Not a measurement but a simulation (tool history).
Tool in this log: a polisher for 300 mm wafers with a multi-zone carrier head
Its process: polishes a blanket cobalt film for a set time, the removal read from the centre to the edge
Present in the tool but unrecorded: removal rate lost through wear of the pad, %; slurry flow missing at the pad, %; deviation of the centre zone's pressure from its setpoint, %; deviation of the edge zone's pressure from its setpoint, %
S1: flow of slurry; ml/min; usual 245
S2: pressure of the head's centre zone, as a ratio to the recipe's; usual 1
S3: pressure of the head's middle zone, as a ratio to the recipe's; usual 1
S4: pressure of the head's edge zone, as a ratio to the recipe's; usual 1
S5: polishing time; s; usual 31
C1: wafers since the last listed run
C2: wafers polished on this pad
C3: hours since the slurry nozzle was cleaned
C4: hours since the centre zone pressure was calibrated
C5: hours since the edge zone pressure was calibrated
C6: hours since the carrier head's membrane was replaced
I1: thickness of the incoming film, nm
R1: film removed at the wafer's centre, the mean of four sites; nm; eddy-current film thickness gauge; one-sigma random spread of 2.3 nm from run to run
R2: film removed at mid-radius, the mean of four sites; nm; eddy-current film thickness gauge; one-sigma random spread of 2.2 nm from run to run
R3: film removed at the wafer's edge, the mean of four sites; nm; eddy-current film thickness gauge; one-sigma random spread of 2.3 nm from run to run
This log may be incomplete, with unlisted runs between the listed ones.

Run 1, hour 0: usual settings but S4 1.04, S5 27 s; C1 0; C2 632; C3 533.5; C4 1047.8; C5 255.6; C6 426.2; I1 980.3. Result: R1 131.1 nm, R2 127.8 nm, R3 127.6 nm.
Run 2, hour 16.7: usual settings; C1 149; C2 782; C3 550.2; C4 1064.5; C5 272.3; C6 442.9; I1 991.6. Result: R1 151.2 nm, R2 144.1 nm, R3 142.9 nm.
Run 3, hour 28.6: usual settings; C1 106; C2 888; C3 562.1; C4 1076.4; C5 284.2; C6 454.8; I1 1004.8. Result: R1 144.9 nm, R2 144.8 nm, R3 139.5 nm.
Run 4, hour 44.8: usual settings but S2 0.95; C1 145; C2 1034; C3 578.3; C4 1092.6; C5 300.4; C6 471; I1 996.4. Result: R1 137.9 nm, R2 146.1 nm, R3 140.5 nm.
At hour 49.8: worn pad replaced by a new one.
Run 5, hour 53.1: usual settings; C1 38; C2 29; C3 586.6; C4 1100.9; C5 308.7; C6 479.3; I1 1006.7. Result: R1 149.3 nm, R2 152.9 nm, R3 153.5 nm.
At hour 56.6: slurry nozzle cleaned.
Run 6, hour 66.5: usual settings; C1 111; C2 140; C3 9.9; C4 1114.3; C5 322.1; C6 492.7; I1 975.2. Result: R1 151.3 nm, R2 154.5 nm, R3 155.7 nm.
Run 7, hour 82.5: usual settings but S4 1.08; C1 143; C2 284; C3 25.9; C4 1130.3; C5 338.1; C6 508.7; I1 983.8. Result: R1 148.3 nm, R2 150 nm, R3 152.2 nm.
Run 8, hour 91.1: usual settings but S1 220 ml/min; C1 77; C2 361; C3 34.5; C4 1138.9; C5 346.7; C6 517.3; I1 975.3. Result: R1 147.2 nm, R2 145.9 nm, R3 146.1 nm.
Run 9, hour 101.2: usual settings but S2 0.93, S4 1.09; C1 90; C2 451; C3 44.6; C4 1149; C5 356.8; C6 527.4; I1 999.1. Result: R1 144.8 nm, R2 145.6 nm, R3 155.2 nm.
Run 10, hour 108.6: usual settings; C1 66; C2 518; C3 52; C4 1156.4; C5 364.2; C6 534.8; I1 980.9. Result: R1 148.1 nm, R2 144.7 nm, R3 145.7 nm.
At hour 117.2: centre zone pressure recalibrated.
At hour 119.4: carrier head's membrane replaced by a new one.
Run 11, hour 119.9: usual settings but S1 310 ml/min; C1 63; C2 581; C3 63.3; C4 2.7; C5 375.5; C6 0.5; I1 973.8. Result: R1 150.6 nm, R2 150 nm, R3 147.8 nm.
Run 12, hour 124.9: usual settings but S3 0.9; C1 44; C2 626; C3 68.3; C4 7.7; C5 380.5; C6 5.5; I1 995.4. Result: R1 145.5 nm, R2 133.5 nm, R3 144 nm.
Run 13, hour 163.5: usual settings but S1 160 ml/min, S2 0.93; C1 345; C2 972; C3 106.9; C4 46.3; C5 419.1; C6 44.1; I1 994.5. Result: R1 130.3 nm, R2 135.9 nm, R3 135.9 nm.
Run 14, hour 169.7: usual settings but S1 285 ml/min, S3 0.92, S4 1.04, S5 21 s; C1 55; C2 1027; C3 113.1; C4 52.5; C5 425.3; C6 50.3; I1 1001.2. Result: R1 96.9 nm, R2 90.9 nm, R3 98.4 nm.
At hour 177.3: edge zone pressure recalibrated.
At hour 179: worn pad replaced by a new one.
Run 15, hour 179.5: usual settings but S5 38 s; C1 53; C2 4; C3 122.9; C4 62.3; C5 2.2; C6 60.1; I1 982.5. Result: R1 192.3 nm, R2 188.8 nm, R3 191.9 nm.
Run 16, hour 186.6: usual settings but S2 0.93, S3 1.11, S5 40 s; C1 63; C2 67; C3 130; C4 69.4; C5 9.3; C6 67.2; I1 997.7. Result: R1 194.1 nm, R2 212.4 nm, R3 197 nm.
Run 17, hour 195.9: usual settings but S1 175 ml/min, S2 1.08, S3 0.97, S5 34 s; C1 83; C2 150; C3 139.3; C4 78.7; C5 18.6; C6 76.5; I1 977.1. Result: R1 165.5 nm, R2 160.9 nm, R3 160.2 nm.
Run 18, hour 212.3: usual settings but S4 0.93; C1 146; C2 297; C3 155.7; C4 95.1; C5 35; C6 92.9; I1 1004.3. Result: R1 154.4 nm, R2 151.6 nm, R3 144.8 nm.
Run 19, hour 225.5: usual settings; C1 118; C2 416; C3 168.9; C4 108.3; C5 48.2; C6 106.1; I1 988.6. Result: R1 150.7 nm, R2 147.6 nm, R3 145 nm.
Run 20, hour 237.1: usual settings; C1 103; C2 520; C3 180.5; C4 119.9; C5 59.8; C6 117.7; I1 995.2. Result: R1 149.4 nm, R2 150.9 nm, R3 149.4 nm.
Run 21, hour 253: usual settings but S2 0.93, S4 1.09; C1 142; C2 662; C3 196.4; C4 135.8; C5 75.7; C6 133.6; I1 1003.8. Result: R1 143.1 nm, R2 151.5 nm, R3 148.3 nm.

Forecast each of these 5 alternatives for the next run:
Run A, hour 253.4: usual settings but S4 1.09; C1 3; C2 666; C3 196.8; C4 136.2; C5 76.1; C6 134; I1 999.8. Result: R1 ?, R2 ?, R3 ?.
Run B, hour 253.4: usual settings but S3 0.96; C1 3; C2 666; C3 196.8; C4 136.2; C5 76.1; C6 134; I1 999.8. Result: R1 ?, R2 ?, R3 ?.
Run C, hour 253.4: usual settings but S1 215 ml/min; C1 3; C2 666; C3 196.8; C4 136.2; C5 76.1; C6 134; I1 999.8. Result: R1 ?, R2 ?, R3 ?.
Run D, hour 253.4: usual settings but S2 1.09, S4 0.95, S5 35 s; C1 3; C2 666; C3 196.8; C4 136.2; C5 76.1; C6 134; I1 999.8. Result: R1 ?, R2 ?, R3 ?.
Run E, hour 253.4: usual settings but S1 210 ml/min; C1 3; C2 666; C3 196.8; C4 136.2; C5 76.1; C6 134; I1 999.8. Result: R1 ?, R2 ?, R3 ?.

run     R1     R2     R3
  A  148.5  146.5  155.8
  B  148.5  141.6  149.4
  C  146.2  144.5  147.7
  D  176.3  165.4  164.5
  E  145.8  144.1  147.4
Had the tool no hidden state, the same runs would have come out as:
run     R1     R2     R3
  A  157.1  154.9  164.7
  B    157  149.7    158
  C  154.6  152.8  156.2
  D  186.5  174.9  173.9
  E  154.1  152.4  155.9
